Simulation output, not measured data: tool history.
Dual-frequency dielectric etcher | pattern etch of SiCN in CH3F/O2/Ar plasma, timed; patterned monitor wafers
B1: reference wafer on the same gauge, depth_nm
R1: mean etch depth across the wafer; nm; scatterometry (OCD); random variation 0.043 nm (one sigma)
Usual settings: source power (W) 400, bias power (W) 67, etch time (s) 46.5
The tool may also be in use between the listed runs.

run 1 hour=0 | source_power_(W)=400 bias_power_(W)=67 etch_time_(s)=46.5 | B1=18.81 | R1=17.88
-- hour=12.3 bias power generator calibrated
run 2 hour=57 | source_power_(W)=400 bias_power_(W)=67 etch_time_(s)=46.5 | B1=18.8 | R1=18.28
run 3 hour=116.3 | source_power_(W)=400 bias_power_(W)=67 etch_time_(s)=46.5 | B1=18.8 | R1=18.28
run 4 hour=161.2 | source_power_(W)=400 bias_power_(W)=67 etch_time_(s)=46.5 | B1=18.8 | R1=18.29
run 5 hour=187.9 | source_power_(W)=400 bias_power_(W)=67 etch_time_(s)=46.5 | B1=18.8 | R1=18.33
-- hour=232.5 wet clean of the chamber
-- hour=232.5 source power generator calibrated
run 6 hour=250 | source_power_(W)=400 bias_power_(W)=67 etch_time_(s)=46.5 | B1=18.81 | R1=18.26
run 7 hour=276.2 | source_power_(W)=400 bias_power_(W)=67 etch_time_(s)=46.5 | B1=18.82 | R1=18.27
run 8 hour=340.4 | source_power_(W)=400 bias_power_(W)=67 etch_time_(s)=46.5 | B1=18.78 | R1=18.34
run 9 hour=366.6 | source_power_(W)=400 bias_power_(W)=77 etch_time_(s)=46.5 | B1=18.79 | R1=19.23
run 10 hour=435.8 | source_power_(W)=400 bias_power_(W)=67 etch_time_(s)=46.5 | B1=18.8 | R1=18.25
-- hour=482.2 gauge calibrated
run 11 hour=495.6 | source_power_(W)=330 bias_power_(W)=67 etch_time_(s)=57 | B1=18.81 | R1=21.26
run 12 hour=535.8 | source_power_(W)=400 bias_power_(W)=67 etch_time_(s)=46.5 | B1=18.78 | R1=18.23
run 13 hour=601.5 | source_power_(W)=400 bias_power_(W)=67 etch_time_(s)=40 | B1=18.79 | R1=15.64
-- hour=665.2 wet clean of the chamber
run 14 hour=665.7 | source_power_(W)=400 bias_power_(W)=67 etch_time_(s)=46.5 | B1=18.8 | R1=18.17
run 15 hour=684.8 | source_power_(W)=320 bias_power_(W)=67 etch_time_(s)=46.5 | B1=18.81 | R1=17.04
run 16 hour=721.2 | source_power_(W)=330 bias_power_(W)=60 etch_time_(s)=46.5 | B1=18.8 | R1=16.43
run 17 hour=760 | source_power_(W)=430 bias_power_(W)=82 etch_time_(s)=46.5 | B1=18.79 | R1=20.23
run 18 hour=827 | source_power_(W)=470 bias_power_(W)=59 etch_time_(s)=55.5 | B1=18.81 | R1=21.64
run 19 hour=875 | source_power_(W)=470 bias_power_(W)=62 etch_time_(s)=42.5 | B1=18.81 | R1=16.88
run 20 hour=937.3 | source_power_(W)=400 bias_power_(W)=50 etch_time_(s)=55.5 | B1=18.81 | R1=19.43
run 21 hour=1005.4 | source_power_(W)=480 bias_power_(W)=56 etch_time_(s)=46.5 | B1=18.79 | R1=17.87
run 22 hour=1066.7 | source_power_(W)=470 bias_power_(W)=60 etch_time_(s)=46.5 | B1=18.82 | R1=18.24
run 23 hour=1100.3 | source_power_(W)=320 bias_power_(W)=52 etch_time_(s)=35 | B1=18.8 | R1=11.67
-- hour=1151.4 wet clean of the chamber
run 24 hour=1205.7 | source_power_(W)=400 bias_power_(W)=55 etch_time_(s)=54 | B1=18.8 | R1=19.47
run 25 hour=1233.4 | source_power_(W)=430 bias_power_(W)=82 etch_time_(s)=46.5 | B1=18.8 | R1=20.04
run 26 hour=1273.3 | source_power_(W)=400 bias_power_(W)=55 etch_time_(s)=34 | B1=18.8 | R1=12.31
run 27 hour=1335.3 | source_power_(W)=400 bias_power_(W)=67 etch_time_(s)=37 | B1=18.8 | R1=14.39
run 28 hour=1391 | source_power_(W)=440 bias_power_(W)=67 etch_time_(s)=46.5 | B1=18.8 | R1=18.63
run 29 hour=1420.4 | source_power_(W)=400 bias_power_(W)=62 etch_time_(s)=36.5 | B1=18.82 | R1=13.82
run 30 hour=1483.1 | source_power_(W)=470 bias_power_(W)=67 etch_time_(s)=46.5 | B1=18.79 | R1=18.88
run 31 hour=1509.5 | source_power_(W)=470 bias_power_(W)=59 etch_time_(s)=55.5 | B1=18.77 | R1=21.59

3 ways to go on from here, each from the tool as it stands after run 31. What would each give?
run A hour=1509.9 | source_power_(W)=400 bias_power_(W)=67 etch_time_(s)=36.5 | B1=? | R1=?
run B hour=1509.9 | source_power_(W)=360 bias_power_(W)=55 etch_time_(s)=33.5 | B1=? | R1=?
run C hour=1509.9 | source_power_(W)=400 bias_power_(W)=81 etch_time_(s)=46.5 | B1=? | R1=?

run=A B1=18.81 R1=14.2
run=B B1=18.81 R1=11.72
run=C B1=18.81 R1=19.5
Without the tool's hidden state the same runs would have given:
run=A R1=14.32
run=B R1=11.81
run=C R1=19.68

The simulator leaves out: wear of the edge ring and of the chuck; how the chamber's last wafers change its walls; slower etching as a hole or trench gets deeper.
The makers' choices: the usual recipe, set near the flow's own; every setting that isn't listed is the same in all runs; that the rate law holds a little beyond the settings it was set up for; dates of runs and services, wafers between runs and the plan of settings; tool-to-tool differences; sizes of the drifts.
